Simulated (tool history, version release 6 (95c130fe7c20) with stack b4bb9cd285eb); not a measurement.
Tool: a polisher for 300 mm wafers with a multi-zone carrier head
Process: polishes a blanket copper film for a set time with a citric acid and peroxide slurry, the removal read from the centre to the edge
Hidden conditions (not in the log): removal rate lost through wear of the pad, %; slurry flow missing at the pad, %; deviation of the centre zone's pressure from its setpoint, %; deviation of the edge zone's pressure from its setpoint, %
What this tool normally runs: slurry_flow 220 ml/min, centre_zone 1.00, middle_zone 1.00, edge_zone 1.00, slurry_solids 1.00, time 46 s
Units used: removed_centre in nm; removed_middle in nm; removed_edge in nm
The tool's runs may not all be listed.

run    hour  slurry_flow  centre_zone  middle_zone  edge_zone  slurry_solids  time  wafers since the last listed run  wafers polished on this pad  hours since the slurry nozzle was cleaned  hours since the centre zone pressure was calibrated  hours since the edge zone pressure was calibrated  hours since the carrier head's membrane was replaced  incoming thickness of the incoming film, nm  removed_centre  removed_middle  removed_edge
  1     0.0          220         1.00         1.09       1.00           1.00    46                                 0                         1135                                      561.6                                                224.2                                              896.8                                                1461.8                                        592.3            91.8           101.1          95.4
  2    35.2          220         1.00         1.09       1.00           1.00    46                               486                         1622                                      596.8                                                259.4                                              932.0                                                1497.0                                        596.0            93.3           100.0          95.3
  3   107.2          220         1.00         1.00       1.00           1.00    46                               995                         2617                                      668.8                                                331.4                                             1004.0                                                1569.0                                        601.9            88.9            91.6          96.5
      121.1  -- slurry nozzle cleaned
      147.2  -- carrier head's membrane replaced by a new one
  4   168.1          220         1.00         1.00       1.00           1.00    46                               758                         3376                                       47.0                                                392.3                                             1064.9                                                  20.9                                        591.7            93.4            94.9          99.1
      193.7  -- edge zone pressure recalibrated
      213.3  -- worn pad replaced by a new one
  5   235.2          220         1.00         1.00       1.00           1.00    46                               844                          302                                      114.1                                                459.4                                               41.5                                                  88.0                                        596.9            94.8            94.5          96.9
  6   268.3          220         1.00         1.00       1.00           1.00    46                               457                          760                                      147.2                                                492.5                                               74.6                                                 121.1                                        613.8            92.1            94.3          93.6
  7   326.1          220         1.00         1.00       1.00           1.00    46                               798                         1559                                      205.0                                                550.3                                              132.4                                                 178.9                                        599.4            92.5            95.3          98.0
  8   376.0          220         1.00         1.00       1.00           1.00    46                               689                         2248                                      254.9                                                600.2                                              182.3                                                 228.8                                        606.9            90.6            93.3          96.7
      422.6  -- centre zone pressure recalibrated
  9   440.8          220         1.00         1.00       1.00           1.00    46                               867                         3116                                      319.7                                                 18.2                                              247.1                                                 293.6                                        594.4            92.9            94.6          95.5
      482.9  -- worn pad replaced by a new one
 10   484.6          220         1.00         0.89       1.00           0.80    46                               550                           22                                      363.5                                                 62.0                                              290.9                                                 337.4                                        601.2            85.9            78.0          87.9
 11   523.4          250         1.00         1.00       1.00           1.00    50                               536                          559                                      402.3                                                100.8                                              329.7                                                 376.2                                        600.7           101.9           101.3         105.1
 12   713.8          175         0.89         1.11       1.00           1.10    46                              2631                         3190                                      592.7                                                291.2                                              520.1                                                 566.6                                        599.3            80.4            99.8          94.3
      746.3  -- worn pad replaced by a new one
 13   774.3          220         1.00         1.00       1.09           1.00    46                               780                          387                                      653.2                                                351.7                                              580.6                                                 627.1                                        592.1            91.3            91.4          98.0
      806.5  -- slurry nozzle cleaned
 14   828.9          220         1.00         1.00       1.00           1.00    37                               740                         1128                                       22.4                                                406.3                                              635.2                                                 681.7                                        608.1            75.2            76.0          76.9
 15   862.9          220         1.00         0.90       1.05           1.10    46                               469                         1598                                       56.4                                                440.3                                              669.2                                                 715.7                                        603.2            96.6            89.8         102.5
 16   918.6          220         1.00         0.95       1.00           1.00    53                               769                         2368                                      112.1                                                496.0                                              724.9                                                 771.4                                        607.6           107.2           104.8         110.0
 17   961.3          155         1.00         1.00       1.08           1.00    46                               590                         2958                                      154.8                                                538.7                                              767.6                                                 814.1                                        597.7            89.0            90.9          96.9
 18   997.7          220         0.89         1.05       1.00           1.00    46                               503                         3461                                      191.2                                                575.1                                              804.0                                                 850.5                                        594.1            84.1            99.1          96.1
     1049.8  -- worn pad replaced by a new one
 19  1056.9          220         1.00         1.00       1.00           1.00    46                               762                           97                                      250.4                                                634.3                                              863.2                                                 909.7                                        604.8            93.2            94.7          94.9
 20  1104.8          220         1.08         1.00       1.00           1.20    46                               662                          759                                      298.3                                                682.2                                              911.1                                                 957.6                                        606.2           105.6           101.1          98.6
     1106.9  -- centre zone pressure recalibrated
 21  1133.6          220         1.00         1.00       1.00           1.00    46                               370                         1130                                      327.1                                                 26.7                                              939.9                                                 986.4                                        611.4            93.1            95.1          97.6

Alternative continuations, all from the tool just after run 21; predict every row:
  A  1134.0          220         0.96         1.00       1.00           1.00    46                                 5                         1135                                      327.5                                                 27.1                                              940.3                                                 986.8                                        595.8               ?               ?             ?
  B  1134.0          175         1.04         0.90       0.94           1.00    46                                 5                         1135                                      327.5                                                 27.1                                              940.3                                                 986.8                                        595.8               ?               ?             ?
  C  1134.0          260         1.00         1.00       1.00           1.25    46                                 5                         1135                                      327.5                                                 27.1                                              940.3                                                 986.8                                        595.8               ?               ?             ?
  D  1134.0          220         1.11         1.00       1.00           1.00    46                                 5                         1135                                      327.5                                                 27.1                                              940.3                                                 986.8                                        595.8               ?               ?             ?

run  removed_centre  removed_middle  removed_edge
  A            87.8            95.4          97.6
  B            90.8            84.3          92.5
  C            99.8           104.2         106.0
  D           100.2            95.3          97.6
What these runs would have given with no unlogged condition in the tool:
run  removed_centre  removed_middle  removed_edge
  A            88.5            96.0          98.1
  B            91.6            85.1          93.1
  C           100.4           104.8         106.5
  D           101.0            95.9          98.1
